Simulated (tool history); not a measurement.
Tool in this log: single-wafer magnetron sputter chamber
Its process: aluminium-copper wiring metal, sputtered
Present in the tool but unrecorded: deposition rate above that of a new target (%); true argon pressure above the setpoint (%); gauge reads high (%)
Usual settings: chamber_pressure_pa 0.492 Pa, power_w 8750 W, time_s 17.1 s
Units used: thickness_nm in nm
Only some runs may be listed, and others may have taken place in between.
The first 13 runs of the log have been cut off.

run,day,chamber_pressure_pa,power_w,time_s,wafers since the last listed run,wafers on the sputter target,hours since the last manometer calibration,hours since the magnet pack was replaced,hours since the gauge calibration,"read-back reference wafer on the same gauge, thickness_nm",thickness_nm
# day 21.592: sputter target and shields replaced
# day 21.950: magnet pack replaced
14,23.362,0.601,8750,17.1,924,904,262.3,33.9,1497.3,287.111,248.738
15,26.288,0.597,10400,13.7,1838,2743,332.5,104.1,1567.5,286.778,237.542
16,28.812,0.492,8750,15.2,1587,4330,393.1,164.7,1628.1,287.035,237.327
17,31.342,0.492,8750,18.3,1589,5920,453.8,225.4,1688.8,286.997,286.366
18,34.075,0.311,10500,18.3,1718,7639,519.4,291.0,1754.4,287.143,384.468
19,35.121,0.564,9800,17.1,657,8296,544.5,316.1,1779.5,287.083,285.742
20,37.654,0.306,8750,17.1,1592,9889,605.3,376.9,1840.3,287.125,299.241
21,39.242,0.492,10350,15.9,997,10887,643.4,415.0,1878.4,287.273,292.340
# day 44.054: sputter target and shields replaced
22,48.142,0.687,10850,14.9,5385,2569,857.0,628.6,2092.0,286.913,255.945
23,50.529,0.389,10550,20.1,1500,4070,914.3,685.9,2149.3,287.033,403.838
# day 53.296: gauge calibrated
24,56.812,0.628,6950,14.4,3950,8020,1065.1,836.7,84.4,286.945,164.829
25,58.550,0.327,7400,17.1,1092,9112,1106.8,878.4,126.1,286.992,250.193
26,65.083,0.492,6800,17.1,4107,13219,1263.6,1035.2,282.9,287.113,206.606
27,67.738,0.541,7000,17.1,1668,14888,1327.3,1098.9,346.6,287.007,206.599
# day 70.446: sputter target and shields replaced
28,72.492,0.492,8750,17.1,2779,1285,1441.4,1213.0,460.7,286.921,265.121
29,73.517,0.492,8750,17.1,644,1930,1466.0,1237.6,485.3,286.966,266.847
30,76.204,0.391,9550,17.1,1689,3619,1530.5,1302.1,549.8,287.110,310.931
31,78.992,0.492,8750,17.1,1752,5371,1597.4,1369.0,616.7,287.017,266.256
32,81.467,0.492,9800,17.1,1555,6927,1656.8,1428.4,676.1,287.215,297.483
33,83.779,0.313,8050,17.1,1453,8381,1712.3,1483.9,731.6,286.711,274.585
34,85.962,0.335,6850,19.0,1372,9754,1764.7,1536.3,784.0,287.053,255.920

What if the next run were any one of these 4? Each begins from the tool's condition after run 34:
A,85.979,0.550,8750,17.1,10,9764,1765.1,1536.7,784.4,?,?
B,85.979,0.492,10450,17.1,10,9764,1765.1,1536.7,784.4,?,?
C,85.979,0.328,8750,20.0,10,9764,1765.1,1536.7,784.4,?,?
D,85.979,0.662,6600,17.1,10,9764,1765.1,1536.7,784.4,?,?

run,"read-back reference wafer on the same gauge, thickness_nm",thickness_nm
A,287.292,258.136
B,287.292,319.423
C,287.292,346.786
D,287.292,182.074
With no hidden state in the tool, these same runs would have given:
run,thickness_nm
A,258.136
B,319.423
C,346.786
D,182.074
